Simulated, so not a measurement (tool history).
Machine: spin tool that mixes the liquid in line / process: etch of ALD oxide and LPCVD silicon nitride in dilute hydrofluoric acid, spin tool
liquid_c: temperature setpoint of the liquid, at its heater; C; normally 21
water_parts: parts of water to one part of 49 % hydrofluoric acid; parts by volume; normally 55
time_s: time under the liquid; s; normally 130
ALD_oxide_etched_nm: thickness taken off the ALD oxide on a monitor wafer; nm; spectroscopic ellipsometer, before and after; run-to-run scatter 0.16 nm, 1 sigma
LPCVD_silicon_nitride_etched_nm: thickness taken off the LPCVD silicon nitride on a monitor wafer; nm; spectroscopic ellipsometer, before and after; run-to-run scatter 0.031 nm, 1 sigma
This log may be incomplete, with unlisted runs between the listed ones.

run    hour  liquid_c  water_parts  time_s  read-back film thickness of the ALD oxide reference wafer, read on the same gauge (nm)  read-back film thickness of the LPCVD silicon nitride reference wafer, read on the same gauge (nm)  ALD_oxide_etched_nm  LPCVD_silicon_nitride_etched_nm
  1       0        21           55      95                                                                                   60.02                                                                                              79.982                37.44                            0.657
  2   104.5        21           55      95                                                                                   59.96                                                                                              79.983                37.42                            0.683
  3   167.8      24.5           35     105                                                                                   59.99                                                                                              80.004                77.43                            1.516
      242.9  -- gauge calibrated
  4   275.5        21           55     130                                                                                   60.01                                                                                              79.995                50.67                            0.955
  5   325.4        21           80      95                                                                                   60.01                                                                                              79.986                24.72                             0.47
  6   403.7        21           55     130                                                                                   60.01                                                                                              80.005                50.61                            0.895
  7   506.9      25.5           45     130                                                                                   60.01                                                                                              80.004                75.47                            1.468
  8   613.7        25           65     200                                                                                   60.01                                                                                              79.975                76.55                            1.512
      647.3  -- thermometer replaced
  9   770.5        21           55      60                                                                                   59.98                                                                                              80.006                23.69                            0.407
 10   819.8        25           55     175                                                                                   59.96                                                                                              80.011                81.12                            1.618
 11     866        21           55     130                                                                                   59.98                                                                                              80.014                   51                            0.891
 12  1111.4      19.5           55     130                                                                                   60.02                                                                                                  80                47.63                            0.802
 13    1158        21           55     155                                                                                   60.02                                                                                              79.978                60.36                            1.059
 14  1247.4      23.5           35      75                                                                                   60.01                                                                                              80.008                52.03                            0.938
 15  1338.3        25           35     170                                                                                   59.98                                                                                              79.986               125.48                            2.525
     1341.1  -- thermometer replaced
 16  1410.1      17.5           30     200                                                                                   59.98                                                                                                  80               128.69                            1.974
 17  1475.2        21           55     130                                                                                   60.01                                                                                              79.982                51.16                            0.915
 18  1513.4        25           40     170                                                                                      60                                                                                              79.976               111.07                            2.091
 19    1579        21           45      65                                                                                      60                                                                                                  80                31.63                            0.557
 20  1675.2        21           80     170                                                                                   60.03                                                                                              80.008                44.41                            0.838
     1732.3  -- hydrofluoric acid flow meter replaced
 21    1760        21           45      65                                                                                   59.99                                                                                              79.999                31.43                            0.572
 22  1857.7        23           30     100                                                                                      60                                                                                              80.009                80.23                            1.504
 23  1897.7      19.5           75      85                                                                                      60                                                                                              79.997                22.25                            0.392
 24  1938.6        18           55     130                                                                                   59.95                                                                                              80.015                44.24                            0.722
 25  1986.9        21           30      60                                                                                   59.99                                                                                              80.002                43.81                            0.767
 26  2059.9        21           85     130                                                                                   59.95                                                                                               80.01                31.33                            0.586

Exercise: give the hidden state of the tool at every run:
hydrofluoric acid flow below the setpoint (%): 0 across all the runs
gauge reads high (%): 0 across all the runs
H1: liquid colder than its thermometer reads (K)
run      H1
  1  0.0891
  2   0.174
  3   0.225
  4   0.312
  5   0.353
  6   0.416
  7     0.5
  8   0.586
  9   0.157
 10   0.197
 11   0.234
 12   0.433
 13   0.471
 14   0.543
 15   0.617
 16   0.136
 17   0.188
 18   0.219
 19   0.272
 20    0.35
 21   0.419
 22   0.498
 23    0.53
 24   0.564
 25   0.603
 26   0.662

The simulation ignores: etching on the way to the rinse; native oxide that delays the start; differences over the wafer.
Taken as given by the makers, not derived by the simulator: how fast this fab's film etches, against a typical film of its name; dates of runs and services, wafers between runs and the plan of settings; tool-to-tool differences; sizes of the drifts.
